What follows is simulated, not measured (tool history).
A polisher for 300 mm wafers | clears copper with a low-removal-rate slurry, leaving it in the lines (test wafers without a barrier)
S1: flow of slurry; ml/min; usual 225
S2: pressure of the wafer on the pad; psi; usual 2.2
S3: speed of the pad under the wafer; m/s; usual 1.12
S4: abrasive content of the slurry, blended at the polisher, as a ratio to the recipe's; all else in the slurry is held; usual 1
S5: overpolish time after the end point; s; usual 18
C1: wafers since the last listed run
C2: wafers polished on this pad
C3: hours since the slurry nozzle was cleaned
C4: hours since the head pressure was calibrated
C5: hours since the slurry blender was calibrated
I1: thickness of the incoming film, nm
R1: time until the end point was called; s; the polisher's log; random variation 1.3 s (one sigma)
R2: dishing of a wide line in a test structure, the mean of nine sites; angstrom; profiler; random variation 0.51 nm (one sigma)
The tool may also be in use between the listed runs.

{"run": 1, "hour": 0.0, "S1": 225, "S2": 2.2, "S3": 0.98, "S4": 1, "S5": 18, "C1": 0, "C2": 20, "C3": 158.8, "C4": 69.2, "C5": 108.5, "I1": 278.4, "R1": 124.7, "R2": 268}
{"run": 2, "hour": 102.5, "S1": 225, "S2": 2.2, "S3": 0.98, "S4": 1, "S5": 18, "C1": 519, "C2": 539, "C3": 261.3, "C4": 171.7, "C5": 211, "I1": 282.6, "R1": 129.1, "R2": 261}
{"run": 3, "hour": 149.9, "S1": 170, "S2": 2.2, "S3": 1.12, "S4": 1, "S5": 25, "C1": 240, "C2": 780, "C3": 308.7, "C4": 219.1, "C5": 258.4, "I1": 281.8, "R1": 117.8, "R2": 380}
{"run": 4, "hour": 211.4, "S1": 170, "S2": 2.2, "S3": 1.12, "S4": 1, "S5": 25, "C1": 311, "C2": 1091, "C3": 370.2, "C4": 280.6, "C5": 319.9, "I1": 276.1, "R1": 115.9, "R2": 372}
{"hour": 291.6, "done": "slurry nozzle cleaned"}
{"run": 5, "hour": 295.5, "S1": 225, "S2": 2.2, "S3": 1.22, "S4": 1, "S5": 18, "C1": 421, "C2": 1513, "C3": 3.9, "C4": 364.7, "C5": 404, "I1": 282.9, "R1": 102.5, "R2": 326}
{"hour": 339.3, "done": "slurry blender recalibrated"}
{"run": 6, "hour": 358.2, "S1": 225, "S2": 2, "S3": 1.12, "S4": 1, "S5": 18, "C1": 307, "C2": 1820, "C3": 66.6, "C4": 427.4, "C5": 18.9, "I1": 276.2, "R1": 116.6, "R2": 278}
{"run": 7, "hour": 433.0, "S1": 225, "S2": 2, "S3": 1.12, "S4": 1, "S5": 18, "C1": 379, "C2": 2199, "C3": 141.4, "C4": 502.2, "C5": 93.7, "I1": 280.8, "R1": 119.3, "R2": 270}
{"hour": 447.5, "done": "worn pad replaced by a new one"}
{"hour": 482.9, "done": "head pressure recalibrated"}
{"run": 8, "hour": 514.4, "S1": 225, "S2": 2, "S3": 1.12, "S4": 1, "S5": 18, "C1": 382, "C2": 329, "C3": 222.8, "C4": 31.5, "C5": 175.1, "I1": 282.3, "R1": 120.6, "R2": 274}
{"run": 9, "hour": 601.7, "S1": 265, "S2": 1.8, "S3": 1.12, "S4": 1, "S5": 18, "C1": 442, "C2": 771, "C3": 310.1, "C4": 118.8, "C5": 262.4, "I1": 280.1, "R1": 129.3, "R2": 260}
{"run": 10, "hour": 684.5, "S1": 225, "S2": 2.2, "S3": 1.12, "S4": 1, "S5": 18, "C1": 419, "C2": 1191, "C3": 392.9, "C4": 201.6, "C5": 345.2, "I1": 280.5, "R1": 119.1, "R2": 288}
{"run": 11, "hour": 722.6, "S1": 225, "S2": 2.2, "S3": 1.36, "S4": 1, "S5": 21, "C1": 193, "C2": 1384, "C3": 431, "C4": 239.7, "C5": 383.3, "I1": 281.4, "R1": 96.1, "R2": 385}
{"hour": 730.7, "done": "slurry blender recalibrated"}
{"hour": 731.4, "done": "slurry nozzle cleaned"}
{"run": 12, "hour": 767.1, "S1": 225, "S2": 2.2, "S3": 1.36, "S4": 1, "S5": 21, "C1": 211, "C2": 1596, "C3": 35.7, "C4": 284.2, "C5": 36.4, "I1": 277.3, "R1": 91.2, "R2": 418}
{"hour": 818.3, "done": "worn pad replaced by a new one"}
{"run": 13, "hour": 860.5, "S1": 300, "S2": 2.2, "S3": 0.82, "S4": 0.75, "S5": 18, "C1": 453, "C2": 213, "C3": 129.1, "C4": 377.6, "C5": 129.8, "I1": 281.6, "R1": 159.1, "R2": 223}
{"hour": 971.2, "done": "head pressure recalibrated"}
{"hour": 1104.9, "done": "slurry blender recalibrated"}
{"run": 14, "hour": 1153.5, "S1": 225, "S2": 2.2, "S3": 1.12, "S4": 1, "S5": 18, "C1": 1464, "C2": 1678, "C3": 422.1, "C4": 182.3, "C5": 48.6, "I1": 282, "R1": 117.6, "R2": 293}
{"hour": 1193.6, "done": "slurry nozzle cleaned"}
{"run": 15, "hour": 1215.1, "S1": 225, "S2": 2.6, "S3": 1.38, "S4": 0.85, "S5": 13, "C1": 307, "C2": 1985, "C3": 21.5, "C4": 243.9, "C5": 110.2, "I1": 278.8, "R1": 83.1, "R2": 297}
{"hour": 1261.3, "done": "worn pad replaced by a new one"}
{"run": 16, "hour": 1263.2, "S1": 225, "S2": 1.4, "S3": 0.74, "S4": 1.2, "S5": 18, "C1": 223, "C2": 9, "C3": 69.6, "C4": 292, "C5": 158.3, "I1": 280.2, "R1": 211.8, "R2": 163}
{"run": 17, "hour": 1362.7, "S1": 205, "S2": 2.8, "S3": 1.12, "S4": 1.2, "S5": 24, "C1": 504, "C2": 513, "C3": 169.1, "C4": 391.5, "C5": 257.8, "I1": 285.5, "R1": 94.9, "R2": 461}
{"run": 18, "hour": 1432.2, "S1": 225, "S2": 2.2, "S3": 0.98, "S4": 1, "S5": 18, "C1": 352, "C2": 866, "C3": 238.6, "C4": 461, "C5": 327.3, "I1": 279.4, "R1": 128, "R2": 264}
{"hour": 1470.3, "done": "head pressure recalibrated"}
{"hour": 1486.3, "done": "slurry blender recalibrated"}
{"hour": 1656.6, "done": "worn pad replaced by a new one"}
{"hour": 1668.5, "done": "slurry nozzle cleaned"}
{"run": 19, "hour": 1751.7, "S1": 225, "S2": 2.2, "S3": 1.12, "S4": 1.15, "S5": 25, "C1": 1573, "C2": 476, "C3": 83.2, "C4": 281.4, "C5": 265.4, "I1": 277, "R1": 106.6, "R2": 405}
{"run": 20, "hour": 1852.8, "S1": 225, "S2": 1.7, "S3": 1.32, "S4": 1, "S5": 26, "C1": 512, "C2": 989, "C3": 184.3, "C4": 382.5, "C5": 366.5, "I1": 283.2, "R1": 112.2, "R2": 409}
{"run": 21, "hour": 1904.4, "S1": 225, "S2": 2.2, "S3": 1.12, "S4": 1, "S5": 10, "C1": 261, "C2": 1250, "C3": 235.9, "C4": 434.1, "C5": 418.1, "I1": 274, "R1": 109.2, "R2": 178}
{"hour": 1931.3, "done": "slurry blender recalibrated"}
{"run": 22, "hour": 1941.1, "S1": 225, "S2": 2.2, "S3": 0.98, "S4": 1, "S5": 18, "C1": 175, "C2": 1426, "C3": 272.6, "C4": 470.8, "C5": 9.8, "I1": 285.1, "R1": 131.6, "R2": 257}
{"run": 23, "hour": 1983.3, "S1": 225, "S2": 2.2, "S3": 1.12, "S4": 1, "S5": 18, "C1": 213, "C2": 1640, "C3": 314.8, "C4": 513, "C5": 52, "I1": 275.7, "R1": 112.7, "R2": 292}
{"hour": 2028.9, "done": "head pressure recalibrated"}
{"hour": 2029.5, "done": "slurry nozzle cleaned"}
{"run": 24, "hour": 2074.6, "S1": 225, "S2": 2.7, "S3": 1.12, "S4": 1, "S5": 22, "C1": 449, "C2": 2090, "C3": 45.1, "C4": 45.7, "C5": 143.3, "I1": 281.3, "R1": 97.3, "R2": 405}

Forecast each of these 5 alternatives for the next run:
{"run": "A", "hour": 2075.1, "S1": 225, "S2": 2.2, "S3": 1.12, "S4": 1, "S5": 18, "C1": 2, "C2": 2092, "C3": 45.6, "C4": 46.2, "C5": 143.8, "I1": 276.9, "R1": "?", "R2": "?"}
{"run": "B", "hour": 2075.1, "S1": 265, "S2": 2.2, "S3": 1.12, "S4": 1, "S5": 18, "C1": 2, "C2": 2092, "C3": 45.6, "C4": 46.2, "C5": 143.8, "I1": 276.9, "R1": "?", "R2": "?"}
{"run": "C", "hour": 2075.1, "S1": 285, "S2": 2.2, "S3": 1.12, "S4": 1.25, "S5": 25, "C1": 2, "C2": 2092, "C3": 45.6, "C4": 46.2, "C5": 143.8, "I1": 276.9, "R1": "?", "R2": "?"}
{"run": "D", "hour": 2075.1, "S1": 285, "S2": 2.2, "S3": 1.12, "S4": 1, "S5": 11, "C1": 2, "C2": 2092, "C3": 45.6, "C4": 46.2, "C5": 143.8, "I1": 276.9, "R1": "?", "R2": "?"}
{"run": "E", "hour": 2075.1, "S1": 275, "S2": 2.2, "S3": 1.12, "S4": 0.9, "S5": 18, "C1": 2, "C2": 2092, "C3": 45.6, "C4": 46.2, "C5": 143.8, "I1": 276.9, "R1": "?", "R2": "?"}

run=A R1=109.7 R2=306
run=B R1=108.1 R2=309
run=C R1=102.8 R2=425
run=D R1=107.4 R2=200
run=E R1=109.9 R2=305
Without the tool's hidden state the same runs would have given:
run=A R1=109.1 R2=307
run=B R1=107.6 R2=311
run=C R1=102.4 R2=426
run=D R1=107 R2=201
run=E R1=109.5 R2=306
